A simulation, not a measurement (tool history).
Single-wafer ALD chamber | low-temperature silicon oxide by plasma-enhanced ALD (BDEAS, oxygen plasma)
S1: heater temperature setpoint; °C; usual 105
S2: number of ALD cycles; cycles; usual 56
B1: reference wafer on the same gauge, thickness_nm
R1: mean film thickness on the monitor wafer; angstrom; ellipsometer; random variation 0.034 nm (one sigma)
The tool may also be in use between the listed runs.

Run 1, hour 0: usual settings but S2 48 cycles; B1 7.706. Result: R1 62.69 angstrom.
Run 2, hour 25.4: usual settings; B1 7.694. Result: R1 74.06 angstrom.
Run 3, hour 50.6: usual settings; B1 7.71. Result: R1 73.2 angstrom.
Run 4, hour 65.7: usual settings; B1 7.721. Result: R1 73.24 angstrom.
Run 5, hour 95.4: usual settings but S2 61 cycles; B1 7.716. Result: R1 79.75 angstrom.
Run 6, hour 127.6: usual settings but S2 61 cycles; B1 7.704. Result: R1 79.8 angstrom.
Run 7, hour 157.3: usual settings but S2 61 cycles; B1 7.721. Result: R1 79.28 angstrom.
Run 8, hour 180.5: usual settings; B1 7.722. Result: R1 73.59 angstrom.
Run 9, hour 209.1: usual settings; B1 7.7. Result: R1 72.76 angstrom.
Run 10, hour 242.5: usual settings; B1 7.721. Result: R1 72.61 angstrom.
Run 11, hour 264.5: usual settings; B1 7.708. Result: R1 73.96 angstrom.
Run 12, hour 280.2: usual settings; B1 7.703. Result: R1 72.93 angstrom.
Run 13, hour 306.7: usual settings; B1 7.719. Result: R1 73 angstrom.
Run 14, hour 341.5: usual settings but S1 94 °C; B1 7.711. Result: R1 75.41 angstrom.
Run 15, hour 376.6: usual settings but S1 94 °C; B1 7.688. Result: R1 75.13 angstrom.
Run 16, hour 409.8: usual settings but S1 94 °C; B1 7.71. Result: R1 75.44 angstrom.
Run 17, hour 439: usual settings; B1 7.724. Result: R1 73.39 angstrom.
Run 18, hour 470.8: usual settings but S1 101 °C, S2 48 cycles; B1 7.713. Result: R1 62.88 angstrom.
At hour 475.7: gauge calibrated.
Run 19, hour 484.9: usual settings but S1 109 °C, S2 52 cycles; B1 7.707. Result: R1 67.28 angstrom.
Run 20, hour 512.5: usual settings but S1 100 °C, S2 49 cycles; B1 7.718. Result: R1 64.85 angstrom.
Run 21, hour 526.2: usual settings but S1 119 °C, S2 48 cycles; B1 7.707. Result: R1 61.12 angstrom.
Run 22, hour 555.2: usual settings but S2 47 cycles; B1 7.698. Result: R1 61.38 angstrom.
Run 23, hour 576.8: usual settings but S1 114 °C; B1 7.704. Result: R1 71.79 angstrom.
Run 24, hour 627: usual settings; B1 7.712. Result: R1 73.31 angstrom.
Run 25, hour 648.6: usual settings; B1 7.697. Result: R1 72.88 angstrom.
At hour 657.4: thermocouple changed; heater temperature recalibrated.
Run 26, hour 661.9: usual settings but S1 113 °C, S2 64 cycles; B1 7.714. Result: R1 81.79 angstrom.
Run 27, hour 687.3: usual settings but S2 50 cycles; B1 7.717. Result: R1 65.45 angstrom.
Run 28, hour 791.2: usual settings but S1 90 °C, S2 53 cycles; B1 7.696. Result: R1 72.31 angstrom.
Run 29, hour 806.9: usual settings but S2 53 cycles; B1 7.72. Result: R1 69.23 angstrom.
Run 30, hour 827.4: usual settings but S1 97 °C, S2 63 cycles; B1 7.706. Result: R1 84.01 angstrom.
Run 31, hour 845.5: usual settings but S1 90 °C, S2 53 cycles; B1 7.71. Result: R1 72.45 angstrom.
Run 32, hour 880.2: usual settings but S1 113 °C; B1 7.714. Result: R1 71.63 angstrom.
Run 33, hour 910.7: usual settings but S1 113 °C, S2 46 cycles; B1 7.715. Result: R1 59.22 angstrom.

The tool's hidden state at each run:
wafer temperature above the value expected at the setpoint (K): 0 in every run
gauge reads high (%): 0 in every run
